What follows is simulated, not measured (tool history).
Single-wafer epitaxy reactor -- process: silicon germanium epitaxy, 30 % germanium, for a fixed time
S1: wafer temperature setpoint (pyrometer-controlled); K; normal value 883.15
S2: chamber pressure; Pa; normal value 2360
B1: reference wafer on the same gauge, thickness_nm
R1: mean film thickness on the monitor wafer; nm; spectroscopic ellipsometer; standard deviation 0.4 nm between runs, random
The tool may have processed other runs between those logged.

run,hour,S1,S2,B1,R1
1,0,883.15,2360,89.53,77.526
# hour 10.9: pyrometer calibrated
2,29.5,883.15,2360,89.416,77.611
3,59.1,883.15,2360,89.558,77.438
4,128.3,883.15,2360,89.76,77.988
5,171.4,883.15,2360,89.509,77.069
6,215,883.15,2360,89.588,77.737
7,272.4,883.15,2746,89.606,80.789
8,338.2,887.15,1960,89.399,80.543
9,368.3,887.15,1960,89.321,80.306
10,411.7,887.15,1960,89.428,79.161
# hour 574.5: capacitance manometer re-zeroed and calibrated
11,606.3,883.15,2360,89.365,77.651
12,669.3,883.15,2360,89.542,76.605
13,728.6,883.15,2360,89.539,76.985
14,774.7,889.15,2613,89.59,90.039
15,811.7,889.15,2613,89.661,89.536
16,875.1,883.15,2360,89.651,77.483
17,927.3,874.15,2840,89.549,68.111
18,986.3,890.15,1853,89.281,83.346
19,1012.8,891.15,2520,89.512,91.739
20,1037.3,887.15,2693,89.415,86.518
21,1082.3,887.15,1960,89.55,79.987
# hour 1183.7: pyrometer calibrated
22,1184.6,883.15,2813,89.415,81.689
# hour 1216.7: showerhead replaced
# hour 1237.5: gauge calibrated
23,1252.7,883.15,2786,89.379,80.625
24,1297.2,883.15,2360,89.389,77.789
25,1351.6,883.15,2360,89.547,76.977
26,1432.5,896.15,1920,89.603,94.214
27,1502,895.15,2360,89.472,97.868
28,1528.1,874.15,2813,89.585,67.671
29,1577.8,883.15,2360,89.226,77.216
30,1647.3,873.15,2360,89.346,64.465

What the log doesn't show, run by run:
wafer temperature above the value expected at the setpoint (K): 0 at every run
true pressure above the setpoint (%): 0 at every run
gauge reads high (%): 0 at every run
